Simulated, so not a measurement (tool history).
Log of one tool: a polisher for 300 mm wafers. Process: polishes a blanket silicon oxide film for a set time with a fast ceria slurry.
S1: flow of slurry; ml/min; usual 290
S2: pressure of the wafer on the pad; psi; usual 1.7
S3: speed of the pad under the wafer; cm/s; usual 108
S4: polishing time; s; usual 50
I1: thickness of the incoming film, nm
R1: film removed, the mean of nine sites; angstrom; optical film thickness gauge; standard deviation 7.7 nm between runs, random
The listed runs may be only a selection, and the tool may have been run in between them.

| run | hour | S1 | S2 | S3 | S4 | I1 | R1 |
|---|---|---|---|---|---|---|---|
| 1 | 0.0 | 290 | 1.7 | 108 | 50 | 1546.3 | 4641 |
|  | 25.0 | worn pad replaced by a new one |
| 2 | 26.6 | 290 | 1.7 | 108 | 50 | 1554.3 | 5230 |
| 3 | 61.0 | 290 | 1.7 | 108 | 50 | 1533.1 | 5038 |
| 4 | 122.4 | 290 | 1.9 | 108 | 50 | 1535.5 | 5257 |
|  | 164.1 | worn pad replaced by a new one |
| 5 | 166.3 | 290 | 1.9 | 108 | 50 | 1534.7 | 5605 |
| 6 | 202.7 | 290 | 1.9 | 108 | 50 | 1558.1 | 5178 |
| 7 | 240.7 | 220 | 1.7 | 82 | 50 | 1548.7 | 3396 |
|  | 270.4 | worn pad replaced by a new one |
| 8 | 292.1 | 235 | 2.2 | 86 | 33 | 1566.6 | 3098 |
| 9 | 322.2 | 315 | 1.7 | 78 | 66 | 1568.6 | 4299 |
|  | 345.7 | slurry nozzle cleaned |
| 10 | 350.6 | 290 | 1.7 | 108 | 50 | 1552.4 | 4260 |

The next listed run, before its measurement:
| 11 | 385.6 | 225 | 1.7 | 108 | 50 | 1551.0 | ? |

R1: 4172 angstrom
The same run, on a tool lacking any hidden state, would have yielded R1 5462 angstrom.

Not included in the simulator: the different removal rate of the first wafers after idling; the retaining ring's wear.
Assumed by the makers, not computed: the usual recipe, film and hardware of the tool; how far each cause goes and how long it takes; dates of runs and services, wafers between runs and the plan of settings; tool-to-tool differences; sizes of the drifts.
